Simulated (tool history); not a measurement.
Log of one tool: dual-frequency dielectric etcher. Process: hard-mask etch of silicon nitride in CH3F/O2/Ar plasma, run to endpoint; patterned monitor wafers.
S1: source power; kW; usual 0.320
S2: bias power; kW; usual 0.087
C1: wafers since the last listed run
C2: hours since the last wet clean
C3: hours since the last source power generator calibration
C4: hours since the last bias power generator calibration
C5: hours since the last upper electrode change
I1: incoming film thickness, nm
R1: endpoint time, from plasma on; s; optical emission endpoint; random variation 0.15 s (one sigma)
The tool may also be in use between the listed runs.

Run 1, day 0.000: usual settings but S1 0.350 kW, S2 0.081 kW; C1 0; C2 36.1; C3 1793.4; C4 88.1; C5 2072.8; I1 28.76. Result: R1 37.9 s.
Run 2, day 1.975: usual settings but S1 0.350 kW, S2 0.081 kW; C1 645; C2 83.5; C3 1840.8; C4 135.5; C5 2120.2; I1 28.71. Result: R1 37.7 s.
Run 3, day 3.596: usual settings but S1 0.350 kW, S2 0.081 kW; C1 530; C2 122.4; C3 1879.7; C4 174.4; C5 2159.1; I1 28.51. Result: R1 37.7 s.
Run 4, day 5.954: usual settings but S1 0.280 kW, S2 0.094 kW; C1 771; C2 179.0; C3 1936.3; C4 231.0; C5 2215.7; I1 28.67. Result: R1 39.2 s.
Run 5, day 15.996: usual settings but S1 0.280 kW, S2 0.094 kW; C1 3284; C2 420.0; C3 2177.3; C4 472.0; C5 2456.7; I1 28.96. Result: R1 39.5 s.
At day 20.996: wet clean of the chamber.
Run 6, day 21.017: usual settings but S1 0.280 kW, S2 0.094 kW; C1 1315; C2 0.5; C3 2297.8; C4 592.5; C5 2577.2; I1 28.89. Result: R1 39.5 s.
Run 7, day 21.946: usual settings; C1 303; C2 22.8; C3 2320.1; C4 614.8; C5 2599.5; I1 28.68. Result: R1 38.1 s.
Run 8, day 35.012: usual settings; C1 4273; C2 336.4; C3 2633.7; C4 928.4; C5 2913.1; I1 28.76. Result: R1 38.4 s.
Run 9, day 38.483: usual settings; C1 1135; C2 419.7; C3 2717.0; C4 1011.7; C5 2996.4; I1 28.63. Result: R1 38.0 s.
Run 10, day 42.921: usual settings but S2 0.092 kW; C1 1451; C2 526.2; C3 2823.5; C4 1118.2; C5 3102.9; I1 28.51. Result: R1 37.4 s.
At day 45.979: wet clean of the chamber.
Run 11, day 46.438: usual settings but S2 0.092 kW; C1 823; C2 11.0; C3 2907.9; C4 1202.6; C5 3187.3; I1 28.84. Result: R1 37.6 s.
Run 12, day 49.200: usual settings but S2 0.092 kW; C1 903; C2 77.3; C3 2974.2; C4 1268.9; C5 3253.6; I1 28.71. Result: R1 37.6 s.
Run 13, day 52.179: usual settings; C1 974; C2 148.8; C3 3045.7; C4 1340.4; C5 3325.1; I1 28.76. Result: R1 38.3 s.
At day 59.604: upper electrode replaced.
Run 14, day 61.646: usual settings; C1 2769; C2 376.0; C3 3272.9; C4 1567.6; C5 49.0; I1 28.74. Result: R1 38.1 s.
Run 15, day 64.212: usual settings; C1 839; C2 437.6; C3 3334.5; C4 1629.2; C5 110.6; I1 28.87. Result: R1 38.1 s.
Run 16, day 67.158: usual settings; C1 963; C2 508.3; C3 3405.2; C4 1699.9; C5 181.3; I1 28.74. Result: R1 38.1 s.
Run 17, day 69.846: usual settings but S1 0.240 kW, S2 0.080 kW; C1 878; C2 572.8; C3 3469.7; C4 1764.4; C5 245.8; I1 28.40. Result: R1 42.6 s.
At day 74.321: wet clean of the chamber.
Run 18, day 74.342: usual settings but S2 0.071 kW; C1 1143; C2 0.5; C3 3577.6; C4 1872.3; C5 353.7; I1 28.63. Result: R1 40.1 s.
Run 19, day 75.812: usual settings but S1 0.270 kW, S2 0.093 kW; C1 481; C2 35.8; C3 3612.9; C4 1907.6; C5 389.0; I1 28.91. Result: R1 40.0 s.
At day 77.446: source power generator calibrated.
Run 20, day 77.467: usual settings; C1 486; C2 75.5; C3 0.5; C4 1947.3; C5 428.7; I1 28.36. Result: R1 37.5 s.
Run 21, day 80.050: usual settings but S1 0.250 kW, S2 0.094 kW; C1 844; C2 137.5; C3 62.5; C4 2009.3; C5 490.7; I1 28.73. Result: R1 40.6 s.
Run 22, day 83.321: usual settings but S1 0.270 kW; C1 1069; C2 216.0; C3 141.0; C4 2087.8; C5 569.2; I1 28.51. Result: R1 40.4 s.
Run 23, day 86.383: usual settings but S1 0.240 kW, S2 0.069 kW; C1 1001; C2 289.5; C3 214.5; C4 2161.3; C5 642.7; I1 28.72. Result: R1 44.9 s.
At day 93.254: bias power generator calibrated.
Run 24, day 93.988: usual settings but S1 0.370 kW, S2 0.103 kW; C1 2432; C2 472.0; C3 397.0; C4 17.6; C5 825.2; I1 28.99. Result: R1 34.8 s.
Run 25, day 98.217: usual settings but S1 0.290 kW, S2 0.108 kW; C1 1383; C2 573.5; C3 498.5; C4 119.1; C5 926.7; I1 28.60. Result: R1 36.7 s.
Run 26, day 101.079: usual settings but S1 0.360 kW, S2 0.093 kW; C1 936; C2 642.2; C3 567.2; C4 187.8; C5 995.4; I1 28.68. Result: R1 35.9 s.
At day 102.808: wet clean of the chamber.
Run 27, day 105.504: usual settings; C1 1120; C2 64.7; C3 673.4; C4 294.0; C5 1101.6; I1 28.69. Result: R1 38.4 s.
Run 28, day 108.804: usual settings but S1 0.270 kW, S2 0.099 kW; C1 1079; C2 143.9; C3 752.6; C4 373.2; C5 1180.8; I1 28.64. Result: R1 39.2 s.
Run 29, day 110.821: usual settings but S1 0.250 kW, S2 0.109 kW; C1 659; C2 192.3; C3 801.0; C4 421.6; C5 1229.2; I1 29.00. Result: R1 39.6 s.
Run 30, day 113.608: usual settings but S1 0.360 kW, S2 0.093 kW; C1 911; C2 259.2; C3 867.9; C4 488.5; C5 1296.1; I1 28.49. Result: R1 35.6 s.
Run 31, day 117.817: usual settings; C1 1376; C2 360.2; C3 968.9; C4 589.5; C5 1397.1; I1 29.04. Result: R1 38.9 s.
Run 32, day 120.117: usual settings; C1 752; C2 415.4; C3 1024.1; C4 644.7; C5 1452.3; I1 28.63. Result: R1 38.4 s.

The same runs without the tool's hidden state, with the same run-to-run variation:
The hidden state here: etch rate over this chamber's usual, %; source power that arrives over what is set, %; bias power that arrives over what is set, %.
run    R1
  1  37.9
  2  37.6
  3  37.7
  4  39.2
  5  39.5
  6  39.5
  7  38.1
  8  38.4
  9  38.1
 10  37.5
 11  37.8
 12  37.8
 13  38.4
 14  38.3
 15  38.4
 16  38.4
 17  43.0
 18  40.5
 19  40.4
 20  37.9
 21  41.0
 22  40.9
 23  45.5
 24  34.8
 25  36.8
 26  35.9
 27  38.4
 28  39.2
 29  39.6
 30  35.6
 31  39.0
 32  38.5

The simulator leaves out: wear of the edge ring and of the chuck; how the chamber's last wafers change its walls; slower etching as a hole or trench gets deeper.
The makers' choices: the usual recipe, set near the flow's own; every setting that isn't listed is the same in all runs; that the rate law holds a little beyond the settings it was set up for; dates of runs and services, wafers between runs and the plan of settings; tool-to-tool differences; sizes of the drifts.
